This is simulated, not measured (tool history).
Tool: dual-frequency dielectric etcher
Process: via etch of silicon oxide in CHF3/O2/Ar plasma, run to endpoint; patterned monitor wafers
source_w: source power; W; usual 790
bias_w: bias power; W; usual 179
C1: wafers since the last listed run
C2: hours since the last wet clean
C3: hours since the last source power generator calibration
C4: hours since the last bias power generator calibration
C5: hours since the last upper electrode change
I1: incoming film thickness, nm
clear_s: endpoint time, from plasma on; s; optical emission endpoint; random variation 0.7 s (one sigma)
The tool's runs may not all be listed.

Run 1, hour 0: usual settings; C1 0; C2 281.4; C3 2626.4; C4 4954.3; C5 3595.2; I1 486.8. Result: clear_s 236.5 s.
Run 2, hour 99.8: usual settings; C1 324; C2 381.2; C3 2726.2; C4 5054.1; C5 3695; I1 490.6. Result: clear_s 237.8 s.
Run 3, hour 143: usual settings; C1 140; C2 424.4; C3 2769.4; C4 5097.3; C5 3738.2; I1 493.2. Result: clear_s 239.9 s.
At hour 181.4: wet clean of the chamber.
Run 4, hour 241: usual settings; C1 240; C2 59.6; C3 2867.4; C4 5195.3; C5 3836.2; I1 490.2. Result: clear_s 234.8 s.
Run 5, hour 284.9: usual settings; C1 142; C2 103.5; C3 2911.3; C4 5239.2; C5 3880.1; I1 486.9. Result: clear_s 232.6 s.
Run 6, hour 324.5: usual settings; C1 128; C2 143.1; C3 2950.9; C4 5278.8; C5 3919.7; I1 482.9. Result: clear_s 231.3 s.
Run 7, hour 390.2: usual settings; C1 213; C2 208.8; C3 3016.6; C4 5344.5; C5 3985.4; I1 488.8. Result: clear_s 234 s.
At hour 422.1: bias power generator calibrated.
Run 8, hour 494.1: usual settings; C1 324; C2 312.7; C3 3120.5; C4 72; C5 4089.3; I1 490. Result: clear_s 236.1 s.
Run 9, hour 538.8: usual settings but source_w 990 W, bias_w 195 W; C1 145; C2 357.4; C3 3165.2; C4 116.7; C5 4134; I1 488.2. Result: clear_s 212.3 s.
At hour 624.4: source power generator calibrated.
Run 10, hour 629.2: usual settings but source_w 650 W; C1 280; C2 447.8; C3 4.8; C4 207.1; C5 4224.4; I1 486.8. Result: clear_s 251.5 s.
At hour 659.4: wet clean of the chamber.
Run 11, hour 693.6: usual settings but source_w 690 W, bias_w 158 W; C1 131; C2 34.2; C3 69.2; C4 271.5; C5 4288.8; I1 492.9. Result: clear_s 258.1 s.
Run 12, hour 750.4: usual settings but bias_w 194 W; C1 184; C2 91; C3 126; C4 328.3; C5 4345.6; I1 492.8. Result: clear_s 231.4 s.
Run 13, hour 832.9: usual settings but source_w 620 W, bias_w 140 W; C1 268; C2 173.5; C3 208.5; C4 410.8; C5 4428.1; I1 487.5. Result: clear_s 275.3 s.

The next listed run, before its measurement:
At hour 868.1: upper electrode replaced.
Run 14, hour 873.3: usual settings; C1 53; C2 213.9; C3 248.9; C4 451.2; C5 5.2; I1 490.2. Result: clear_s ?.

clear_s: 236.4 s
Without the tool's hidden state the same run would have given clear_s 234.4 s.
